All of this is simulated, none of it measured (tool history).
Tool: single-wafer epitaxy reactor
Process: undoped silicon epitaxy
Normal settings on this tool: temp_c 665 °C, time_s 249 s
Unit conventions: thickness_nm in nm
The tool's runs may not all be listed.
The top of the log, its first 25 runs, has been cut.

| run | hour | temp_c | time_s | wafers since the last listed run | hours since the last pyrometer calibration | hours since the gauge calibration | read-back reference wafer on the same gauge, thickness_nm | thickness_nm |
|---|---|---|---|---|---|---|---|---|
| 26 | 606.4 | 665 | 249 | 102 | 200.5 | 107.8 | 55.854 | 60.423 |
| 27 | 632.4 | 660 | 266 | 134 | 226.5 | 133.8 | 55.954 | 57.068 |
| 28 | 663.7 | 654 | 296 | 162 | 257.8 | 165.1 | 55.857 | 55.461 |
| 29 | 691.8 | 665 | 249 | 145 | 285.9 | 193.2 | 55.960 | 60.378 |
| 30 | 716.9 | 657 | 271 | 130 | 311.0 | 218.3 | 55.926 | 54.497 |
| 31 | 731.4 | 657 | 227 | 75 | 325.5 | 232.8 | 55.985 | 45.564 |
| 32 | 765.9 | 665 | 249 | 179 | 360.0 | 267.3 | 55.940 | 60.967 |
| 33 | 794.3 | 669 | 263 | 147 | 388.4 | 295.7 | 55.928 | 70.869 |
| 34 | 814.6 | 665 | 208 | 105 | 408.7 | 316.0 | 55.914 | 50.985 |
| 35 | 837.6 | 665 | 228 | 119 | 431.7 | 339.0 | 55.881 | 55.744 |
| 36 | 853.4 | 657 | 209 | 82 | 447.5 | 354.8 | 55.916 | 42.472 |
| 37 | 865.4 | 657 | 209 | 62 | 459.5 | 366.8 | 55.924 | 42.415 |
| 38 | 888.5 | 665 | 249 | 119 | 482.6 | 389.9 | 55.944 | 61.296 |
| 39 | 915.3 | 665 | 249 | 139 | 509.4 | 416.7 | 55.934 | 61.903 |
| 40 | 938.4 | 665 | 249 | 119 | 532.5 | 439.8 | 55.850 | 61.560 |
| 41 | 953.5 | 665 | 249 | 78 | 547.6 | 454.9 | 55.859 | 61.976 |
| 42 | 968.8 | 657 | 206 | 79 | 562.9 | 470.2 | 55.932 | 42.050 |
| 43 | 982.6 | 665 | 297 | 71 | 576.7 | 484.0 | 55.914 | 73.906 |

Here are 4 independent what-if runs from the current tool condition. What would each one return?
| A | 983.1 | 665 | 233 | 2 | 577.2 | 484.5 | ? | ? |
| B | 983.1 | 653 | 231 | 2 | 577.2 | 484.5 | ? | ? |
| C | 983.1 | 671 | 216 | 2 | 577.2 | 484.5 | ? | ? |
| D | 983.1 | 652 | 298 | 2 | 577.2 | 484.5 | ? | ? |

| run | read-back reference wafer on the same gauge, thickness_nm | thickness_nm |
|---|---|---|
| A | 56.004 | 58.147 |
| B | 56.004 | 43.055 |
| C | 56.004 | 62.177 |
| D | 56.004 | 54.187 |
The same runs, with their run-to-run variation unchanged, on a tool lacking any hidden condition would have given:
| run | thickness_nm |
|---|---|
| A | 56.218 |
| B | 41.585 |
| C | 60.144 |
| D | 52.332 |
